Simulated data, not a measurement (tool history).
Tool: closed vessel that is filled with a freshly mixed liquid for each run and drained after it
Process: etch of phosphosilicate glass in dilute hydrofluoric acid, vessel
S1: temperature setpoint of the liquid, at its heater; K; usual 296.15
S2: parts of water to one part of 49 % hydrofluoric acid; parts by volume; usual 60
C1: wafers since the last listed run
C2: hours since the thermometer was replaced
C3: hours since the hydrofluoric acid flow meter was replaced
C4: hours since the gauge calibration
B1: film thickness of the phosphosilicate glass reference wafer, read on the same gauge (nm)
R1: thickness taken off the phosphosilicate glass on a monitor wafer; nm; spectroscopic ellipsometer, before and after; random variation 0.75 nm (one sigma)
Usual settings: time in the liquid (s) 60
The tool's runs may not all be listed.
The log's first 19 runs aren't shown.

run 20 day=20.471 | S1=298.15 S2=90 time_in_the_liquid_(s)=90 | C1=4284 C2=205.4 C3=2071.1 C4=130.8 | B1=69.96 | R1=99.18
-- day=22.096 hydrofluoric acid flow meter replaced
run 21 day=23.558 | S1=296.15 S2=80 time_in_the_liquid_(s)=90 | C1=9211 C2=279.5 C3=35.1 C4=204.9 | B1=70.07 | R1=103.16
run 22 day=24.504 | S1=300.65 S2=75 time_in_the_liquid_(s)=45 | C1=2860 C2=302.2 C3=57.8 C4=227.6 | B1=70.07 | R1=66.94
run 23 day=25.533 | S1=296.15 S2=60 time_in_the_liquid_(s)=80 | C1=3112 C2=326.9 C3=82.5 C4=252.3 | B1=70.12 | R1=127.39
run 24 day=26.600 | S1=296.15 S2=70 time_in_the_liquid_(s)=60 | C1=3225 C2=352.5 C3=108.1 C4=277.9 | B1=70.19 | R1=79.69
run 25 day=27.367 | S1=296.15 S2=85 time_in_the_liquid_(s)=30 | C1=2318 C2=370.9 C3=126.5 C4=296.3 | B1=70.20 | R1=32.15
run 26 day=28.592 | S1=296.15 S2=60 time_in_the_liquid_(s)=60 | C1=3704 C2=400.3 C3=155.9 C4=325.7 | B1=70.28 | R1=93.75
run 27 day=29.533 | S1=298.15 S2=35 time_in_the_liquid_(s)=70 | C1=2847 C2=422.9 C3=178.5 C4=348.3 | B1=70.35 | R1=212.50
run 28 day=30.900 | S1=296.15 S2=60 time_in_the_liquid_(s)=60 | C1=4133 C2=455.7 C3=211.3 C4=381.1 | B1=70.43 | R1=95.07
run 29 day=31.962 | S1=294.15 S2=85 time_in_the_liquid_(s)=75 | C1=3213 C2=481.2 C3=236.8 C4=406.6 | B1=70.51 | R1=75.18
run 30 day=33.246 | S1=296.15 S2=70 time_in_the_liquid_(s)=50 | C1=3881 C2=512.0 C3=267.6 C4=437.4 | B1=70.61 | R1=67.02
run 31 day=33.908 | S1=291.65 S2=60 time_in_the_liquid_(s)=80 | C1=2003 C2=527.9 C3=283.5 C4=453.3 | B1=70.65 | R1=104.69

5 ways to go on from here, each from the tool as it stands after run 31. What would each give?
run A day=33.938 | S1=294.65 S2=60 time_in_the_liquid_(s)=60 | C1=88 C2=528.6 C3=284.2 C4=454.0 | B1=? | R1=?
run B day=33.938 | S1=291.65 S2=75 time_in_the_liquid_(s)=60 | C1=88 C2=528.6 C3=284.2 C4=454.0 | B1=? | R1=?
run C day=33.938 | S1=298.65 S2=60 time_in_the_liquid_(s)=60 | C1=88 C2=528.6 C3=284.2 C4=454.0 | B1=? | R1=?
run D day=33.938 | S1=296.15 S2=85 time_in_the_liquid_(s)=70 | C1=88 C2=528.6 C3=284.2 C4=454.0 | B1=? | R1=?
run E day=33.938 | S1=298.65 S2=35 time_in_the_liquid_(s)=60 | C1=88 C2=528.6 C3=284.2 C4=454.0 | B1=? | R1=?

run=A B1=70.66 R1=90.16
run=B B1=70.66 R1=62.48
run=C B1=70.66 R1=106.23
run=D B1=70.66 R1=76.57
run=E B1=70.66 R1=188.49
Without the tool's hidden state the same runs would have given:
run=A R1=89.32
run=B R1=61.90
run=C R1=105.23
run=D R1=75.86
run=E R1=186.73

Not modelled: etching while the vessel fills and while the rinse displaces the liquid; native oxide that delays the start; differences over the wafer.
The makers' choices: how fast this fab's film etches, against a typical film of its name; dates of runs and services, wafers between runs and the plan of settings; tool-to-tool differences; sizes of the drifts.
